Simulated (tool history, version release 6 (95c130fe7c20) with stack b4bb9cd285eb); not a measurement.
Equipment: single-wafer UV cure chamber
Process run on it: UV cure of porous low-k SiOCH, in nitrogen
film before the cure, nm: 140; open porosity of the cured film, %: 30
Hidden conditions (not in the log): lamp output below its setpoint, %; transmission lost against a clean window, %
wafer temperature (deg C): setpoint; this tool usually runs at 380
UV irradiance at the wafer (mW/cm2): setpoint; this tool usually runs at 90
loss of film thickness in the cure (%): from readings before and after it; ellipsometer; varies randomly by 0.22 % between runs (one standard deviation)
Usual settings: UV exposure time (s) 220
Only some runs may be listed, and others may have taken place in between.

run	hour	wafer temperature (deg C)	UV exposure time (s)	UV irradiance at the wafer (mW/cm2)	wafers since the last listed run	hours since the UV bulbs were replaced	wafers since the quartz window was cleaned	loss of film thickness in the cure (%)
1	0.0	380	220	90	0	1014.9	206	12.140
2	89.4	380	220	90	748	1104.3	954	11.746
3	156.6	380	220	90	562	1171.5	1517	11.643
4	210.1	380	220	90	447	1225.0	1965	11.667
5	299.6	380	220	90	749	1314.5	2714	11.371
6	362.8	380	220	90	529	1377.7	3243	11.168
7	435.6	380	220	90	609	1450.5	3853	11.522
8	488.6	380	220	90	443	1503.5	4297	10.895
9	539.1	380	220	90	422	1554.0	4720	10.990
# hour 601.0: quartz window cleaned
10	638.1	380	220	90	761	1653.0	310	11.988
11	694.8	380	220	90	474	1709.7	785	11.594
12	776.0	380	220	90	679	1790.9	1465	11.855
13	822.6	388	220	90	390	1837.5	1855	11.956
14	924.9	380	220	90	856	1939.8	2712	11.119
15	1009.2	380	220	90	705	2024.1	3417	10.916
16	1062.9	380	220	90	449	2077.8	3867	11.100
17	1133.8	380	220	109	593	2148.7	4461	11.800
# hour 1169.6: quartz window cleaned
# hour 1220.5: UV bulbs replaced
18	1234.5	380	220	109	709	14.0	476	13.582
19	1332.0	380	220	90	816	111.5	1292	12.605
20	1404.6	380	220	90	607	184.1	1900	11.979
21	1505.9	399	220	103	848	285.4	2749	13.245
22	1568.4	380	345	59	523	347.9	3272	11.855
23	1624.8	394	220	90	472	404.3	3744	11.975
24	1681.3	367	330	125	473	460.8	4217	14.721
25	1766.3	380	220	72	711	545.8	4929	10.085
# hour 1802.8: quartz window cleaned
26	1840.3	380	220	90	552	619.8	314	12.579
27	1907.6	380	220	90	563	687.1	877	12.012
28	1991.3	380	340	100	700	770.8	1578	14.557
29	2059.7	380	220	90	572	839.2	2151	11.759
30	2163.2	390	275	90	866	942.7	3018	12.808
31	2255.6	380	185	90	773	1035.1	3791	10.602
32	2314.4	380	220	90	492	1093.9	4284	11.003
# hour 2388.1: quartz window cleaned
33	2439.9	362	255	90	983	1219.4	433	12.085
34	2534.5	369	220	75	792	1314.0	1225	10.626
35	2574.2	380	220	90	332	1353.7	1557	11.514
36	2680.1	380	175	129	886	1459.6	2444	12.073
37	2720.3	380	220	90	336	1499.8	2781	11.246
38	2783.8	363	100	90	531	1563.3	3313	7.440
# hour 2951.2: quartz window cleaned
39	3019.4	389	220	116	1905	1798.9	571	12.732
40	3090.8	396	290	90	597	1870.3	1169	13.155

Branching from run 40: 5 alternative next runs. What would each branch give?
A	3091.3	380	220	90	4	1870.8	1173	?
B	3091.3	393	120	90	4	1870.8	1173	?
C	3091.3	396	220	116	4	1870.8	1173	?
D	3091.3	375	140	68	4	1870.8	1173	?
E	3091.3	380	105	110	4	1870.8	1173	?

run	loss of film thickness in the cure (%)
A	11.719
B	9.036
C	13.305
D	8.100
E	9.107
With the hidden condition removed and each run's random variation left untouched, the same runs would have given:
run	loss of film thickness in the cure (%)
A	13.715
B	10.954
C	15.361
D	9.991
E	11.028
